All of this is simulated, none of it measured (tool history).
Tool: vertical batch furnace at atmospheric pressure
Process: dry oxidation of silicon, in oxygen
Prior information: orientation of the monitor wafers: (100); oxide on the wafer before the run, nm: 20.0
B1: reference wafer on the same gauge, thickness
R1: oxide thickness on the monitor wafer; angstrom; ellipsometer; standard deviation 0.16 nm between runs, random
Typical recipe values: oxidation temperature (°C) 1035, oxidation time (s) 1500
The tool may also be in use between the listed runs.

{"run": 1, "hour": 0.0, "oxidation temperature (°C)": 1035, "oxidation time (s)": 1500, "B1": 52.49, "R1": 455.1}
{"run": 2, "hour": 73.3, "oxidation temperature (°C)": 1035, "oxidation time (s)": 1920, "B1": 52.5, "R1": 512.9}
{"run": 3, "hour": 146.1, "oxidation temperature (°C)": 1035, "oxidation time (s)": 1920, "B1": 52.51, "R1": 509.5}
{"run": 4, "hour": 227.2, "oxidation temperature (°C)": 1035, "oxidation time (s)": 1110, "B1": 52.53, "R1": 401.1}
{"run": 5, "hour": 330.9, "oxidation temperature (°C)": 1035, "oxidation time (s)": 1110, "B1": 52.47, "R1": 400.2}
{"run": 6, "hour": 427.7, "oxidation temperature (°C)": 1035, "oxidation time (s)": 1500, "B1": 52.52, "R1": 452.2}
{"hour": 500.3, "done": "boat lift adjusted"}
{"run": 7, "hour": 526.4, "oxidation temperature (°C)": 1042, "oxidation time (s)": 1500, "B1": 52.49, "R1": 487.6}
{"run": 8, "hour": 592.8, "oxidation temperature (°C)": 1042, "oxidation time (s)": 1500, "B1": 52.5, "R1": 487.3}
{"run": 9, "hour": 673.5, "oxidation temperature (°C)": 1042, "oxidation time (s)": 1500, "B1": 52.5, "R1": 483.8}
{"run": 10, "hour": 745.4, "oxidation temperature (°C)": 1012, "oxidation time (s)": 930, "B1": 52.52, "R1": 329.3}
{"hour": 856.7, "done": "thermocouples replaced and temperature profile calibrated"}
{"run": 11, "hour": 857.2, "oxidation temperature (°C)": 1028, "oxidation time (s)": 1260, "B1": 52.51, "R1": 409.2}
{"run": 12, "hour": 936.9, "oxidation temperature (°C)": 1035, "oxidation time (s)": 1500, "B1": 52.5, "R1": 464.3}
{"hour": 960.5, "done": "gauge calibrated"}
{"run": 13, "hour": 1003.6, "oxidation temperature (°C)": 1024, "oxidation time (s)": 1020, "B1": 52.5, "R1": 366}
{"run": 14, "hour": 1070.6, "oxidation temperature (°C)": 1035, "oxidation time (s)": 1500, "B1": 52.47, "R1": 462.7}
{"run": 15, "hour": 1133.2, "oxidation temperature (°C)": 1028, "oxidation time (s)": 1260, "B1": 52.47, "R1": 408.2}
{"run": 16, "hour": 1175.9, "oxidation temperature (°C)": 1050, "oxidation time (s)": 2040, "B1": 52.48, "R1": 596.9}
{"run": 17, "hour": 1256.3, "oxidation temperature (°C)": 1051, "oxidation time (s)": 1710, "B1": 52.51, "R1": 543.9}
{"run": 18, "hour": 1331.5, "oxidation temperature (°C)": 1035, "oxidation time (s)": 1230, "B1": 52.47, "R1": 421.7}
{"run": 19, "hour": 1439.3, "oxidation temperature (°C)": 1013, "oxidation time (s)": 1740, "B1": 52.54, "R1": 420.6}

Here are 3 independent what-if runs from the current tool condition. What would each one return?
{"run": "A", "hour": 1443.8, "oxidation temperature (°C)": 1035, "oxidation time (s)": 2070, "B1": "?", "R1": "?"}
{"run": "B", "hour": 1443.8, "oxidation temperature (°C)": 1055, "oxidation time (s)": 1290, "B1": "?", "R1": "?"}
{"run": "C", "hour": 1443.8, "oxidation temperature (°C)": 1010, "oxidation time (s)": 1050, "B1": "?", "R1": "?"}

run=A B1=52.52 R1=536.9
run=B B1=52.52 R1=491.4
run=C B1=52.52 R1=338.7
With no hidden state in the tool, these same runs would have given:
run=A R1=543.7
run=B R1=497.1
run=C R1=342.2
